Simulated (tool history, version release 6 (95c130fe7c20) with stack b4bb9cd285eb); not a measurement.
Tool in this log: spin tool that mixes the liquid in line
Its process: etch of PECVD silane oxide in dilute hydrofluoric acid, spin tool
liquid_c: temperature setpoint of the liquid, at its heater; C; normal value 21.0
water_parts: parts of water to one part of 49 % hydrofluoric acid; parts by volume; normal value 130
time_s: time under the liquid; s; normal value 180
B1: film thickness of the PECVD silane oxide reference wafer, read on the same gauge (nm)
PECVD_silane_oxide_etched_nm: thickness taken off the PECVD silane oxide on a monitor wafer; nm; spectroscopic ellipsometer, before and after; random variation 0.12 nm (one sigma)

run 1 day=0.000 | liquid_c=21.0 water_parts=130 time_s=180 | B1=130.00 | PECVD_silane_oxide_etched_nm=35.33
run 2 day=0.662 | liquid_c=21.0 water_parts=130 time_s=180 | B1=129.99 | PECVD_silane_oxide_etched_nm=35.15
run 3 day=1.242 | liquid_c=21.0 water_parts=130 time_s=180 | B1=130.03 | PECVD_silane_oxide_etched_nm=35.37
run 4 day=1.754 | liquid_c=21.0 water_parts=130 time_s=180 | B1=130.01 | PECVD_silane_oxide_etched_nm=35.07
-- day=2.958 gauge calibrated
run 5 day=3.100 | liquid_c=21.0 water_parts=130 time_s=180 | B1=130.01 | PECVD_silane_oxide_etched_nm=35.15
run 6 day=3.779 | liquid_c=21.0 water_parts=130 time_s=135 | B1=129.99 | PECVD_silane_oxide_etched_nm=26.52
run 7 day=5.171 | liquid_c=21.0 water_parts=130 time_s=180 | B1=129.99 | PECVD_silane_oxide_etched_nm=35.38
-- day=5.633 thermometer replaced
run 8 day=6.654 | liquid_c=17.5 water_parts=130 time_s=180 | B1=129.97 | PECVD_silane_oxide_etched_nm=29.78
run 9 day=7.592 | liquid_c=17.5 water_parts=130 time_s=180 | B1=130.02 | PECVD_silane_oxide_etched_nm=29.81
-- day=7.958 hydrofluoric acid flow meter replaced
run 10 day=8.125 | liquid_c=21.0 water_parts=105 time_s=180 | B1=130.00 | PECVD_silane_oxide_etched_nm=43.59
run 11 day=11.200 | liquid_c=19.5 water_parts=110 time_s=90 | B1=130.04 | PECVD_silane_oxide_etched_nm=19.49
run 12 day=12.179 | liquid_c=21.0 water_parts=160 time_s=180 | B1=129.98 | PECVD_silane_oxide_etched_nm=27.25
run 13 day=12.729 | liquid_c=19.5 water_parts=75 time_s=275 | B1=130.02 | PECVD_silane_oxide_etched_nm=91.43
run 14 day=13.842 | liquid_c=21.0 water_parts=130 time_s=110 | B1=129.99 | PECVD_silane_oxide_etched_nm=21.10
run 15 day=14.900 | liquid_c=18.5 water_parts=130 time_s=180 | B1=129.99 | PECVD_silane_oxide_etched_nm=31.22
run 16 day=15.458 | liquid_c=21.0 water_parts=130 time_s=180 | B1=130.01 | PECVD_silane_oxide_etched_nm=34.67
run 17 day=16.421 | liquid_c=26.0 water_parts=85 time_s=280 | B1=130.01 | PECVD_silane_oxide_etched_nm=105.66
run 18 day=17.758 | liquid_c=19.0 water_parts=130 time_s=100 | B1=130.01 | PECVD_silane_oxide_etched_nm=17.73
run 19 day=19.125 | liquid_c=21.0 water_parts=130 time_s=115 | B1=129.99 | PECVD_silane_oxide_etched_nm=22.09
run 20 day=20.500 | liquid_c=26.0 water_parts=180 time_s=225 | B1=129.99 | PECVD_silane_oxide_etched_nm=35.90
run 21 day=21.008 | liquid_c=21.0 water_parts=150 time_s=180 | B1=130.02 | PECVD_silane_oxide_etched_nm=29.17
run 22 day=22.300 | liquid_c=23.5 water_parts=95 time_s=270 | B1=130.00 | PECVD_silane_oxide_etched_nm=81.79
-- day=22.733 gauge calibrated
run 23 day=23.029 | liquid_c=21.0 water_parts=100 time_s=260 | B1=130.03 | PECVD_silane_oxide_etched_nm=67.49
run 24 day=23.925 | liquid_c=18.5 water_parts=155 time_s=260 | B1=130.03 | PECVD_silane_oxide_etched_nm=37.37
run 25 day=24.621 | liquid_c=23.5 water_parts=75 time_s=85 | B1=130.00 | PECVD_silane_oxide_etched_nm=33.62
run 26 day=25.646 | liquid_c=21.0 water_parts=130 time_s=110 | B1=130.01 | PECVD_silane_oxide_etched_nm=21.15
run 27 day=26.429 | liquid_c=21.0 water_parts=130 time_s=90 | B1=130.00 | PECVD_silane_oxide_etched_nm=17.54
run 28 day=27.550 | liquid_c=21.0 water_parts=190 time_s=180 | B1=130.02 | PECVD_silane_oxide_etched_nm=22.42
run 29 day=28.621 | liquid_c=24.5 water_parts=130 time_s=180 | B1=130.02 | PECVD_silane_oxide_etched_nm=39.84
run 30 day=29.762 | liquid_c=21.0 water_parts=130 time_s=180 | B1=129.99 | PECVD_silane_oxide_etched_nm=34.70
run 31 day=30.896 | liquid_c=18.5 water_parts=130 time_s=230 | B1=130.02 | PECVD_silane_oxide_etched_nm=40.21
run 32 day=31.608 | liquid_c=21.0 water_parts=130 time_s=180 | B1=129.97 | PECVD_silane_oxide_etched_nm=34.84

Give the tool's hidden conditions for every run:
hydrofluoric acid flow above the setpoint (%): 0 at every run
gauge reads high (%): 0 at every run
H1: liquid hotter than its thermometer reads (K)
run=1 H1=0.82
run=2 H1=0.831
run=3 H1=0.841
run=4 H1=0.85
run=5 H1=0.872
run=6 H1=0.884
run=7 H1=0.908
run=8 H1=0.184
run=9 H1=0.2
run=10 H1=0.209
run=11 H1=0.261
run=12 H1=0.278
run=13 H1=0.287
run=14 H1=0.306
run=15 H1=0.324
run=16 H1=0.333
run=17 H1=0.35
run=18 H1=0.372
run=19 H1=0.395
run=20 H1=0.419
run=21 H1=0.427
run=22 H1=0.449
run=23 H1=0.461
run=24 H1=0.477
run=25 H1=0.488
run=26 H1=0.506
run=27 H1=0.519
run=28 H1=0.538
run=29 H1=0.556
run=30 H1=0.575
run=31 H1=0.595
run=32 H1=0.607
